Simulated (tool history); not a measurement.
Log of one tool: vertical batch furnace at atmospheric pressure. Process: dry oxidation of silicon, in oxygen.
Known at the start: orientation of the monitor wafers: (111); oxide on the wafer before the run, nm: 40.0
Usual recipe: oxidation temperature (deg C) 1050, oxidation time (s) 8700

run	hour	oxidation temperature (deg C)	oxidation time (s)	read-back reference wafer on the same gauge, thickness	oxide thickness on the monitor wafer (angstrom)
1	0	1067	6180	148.99	1459.3
2	35.9	1045	6540	149.02	1358.7
3	92.5	1045	6540	149.17	1342.1
4	121.5	1045	6540	148.82	1342.5
5	223.4	1050	8700	148.97	1606.1
6	274.8	1050	8700	148.98	1595.5
7	335.5	1050	8700	148.88	1599.4
8	361.8	1050	8700	149.06	1608.7
9	395.4	1050	8700	149.04	1605.2
10	431.4	1050	8700	149.06	1593.9
11	474	1050	5730	149.19	1292.1
12	499.1	1050	5730	149.08	1289.9
# hour 542.2: gauge calibrated
13	561.8	1060	10170	148.98	1831.6
14	617.3	1060	10170	149.04	1837.2
15	643.8	1060	10170	149.03	1830.4
16	686.6	1050	8700	148.92	1601.9
17	758.5	1050	8700	149.1	1599.5
# hour 884.5: thermocouples replaced and temperature profile calibrated
18	887.3	1050	8700	149.02	1597.7
19	913.4	1060	12240	148.92	2038.6
20	941.6	1050	8700	148.97	1595.2
21	986.3	1050	10110	149.04	1739.1
22	1016.1	1028	6000	148.98	1178.7
23	1063.8	1038	5550	148.96	1193.8
24	1110.6	1037	10650	148.95	1681.4
25	1145.1	1068	5760	148.88	1392.7
26	1213.3	1058	11250	149.1	1914.9
27	1274.6	1060	5160	149.09	1265.2
# hour 1304.2: boat lift adjusted
28	1404.2	1036	6750	148.77	1323
29	1463.4	1050	8700	148.92	1622.7
30	1499.4	1073	11730	149.15	2144.4
31	1531.1	1060	8700	149.07	1699.2
32	1559.8	1026	8700	149.17	1432.8
33	1629.8	1050	6810	149.03	1416.2
34	1691.9	1074	5100	149.17	1363.1
35	1756.8	1038	8700	148.91	1518.6
36	1803.1	1050	8700	148.98	1614.1
37	1874.3	1074	5100	149.03	1363.6
38	1905.2	1058	8700	148.95	1676.5

Some steps in oxide thickness on the monitor wafer (angstrom), run to run, broken into two amounts with sign: the step expected even without the hidden condition (settings, incoming material, random variation), and the rest, left for the hidden condition together with whatever gauge scatter is not in both the measured and the hidden-condition-free result:
Hidden state present: true tube temperature minus thermocouple reading, K; monitor wafer colder than the profiled boat position, K; gauge reads high (%).
Run 12 -> 13: oxidation temperature (deg C) 1050 -> 1060, oxidation time (s) 5730 -> 10170, gauge calibrated. oxide thickness on the monitor wafer (angstrom) +541.7: hidden state -11.8, all else +553.5.
Run 21 -> 22: oxidation temperature (deg C) 1050 -> 1028, oxidation time (s) 10110 -> 6000. oxide thickness on the monitor wafer (angstrom) -560.4: hidden state +11.1, all else -571.5.
Run 26 -> 27: oxidation temperature (deg C) 1058 -> 1060, oxidation time (s) 11250 -> 5160. oxide thickness on the monitor wafer (angstrom) -649.7: hidden state +14.3, all else -664.
Run 27 -> 28: oxidation temperature (deg C) 1060 -> 1036, oxidation time (s) 5160 -> 6750, boat lift adjusted. oxide thickness on the monitor wafer (angstrom) +57.8: hidden state +18.2, all else +39.6.
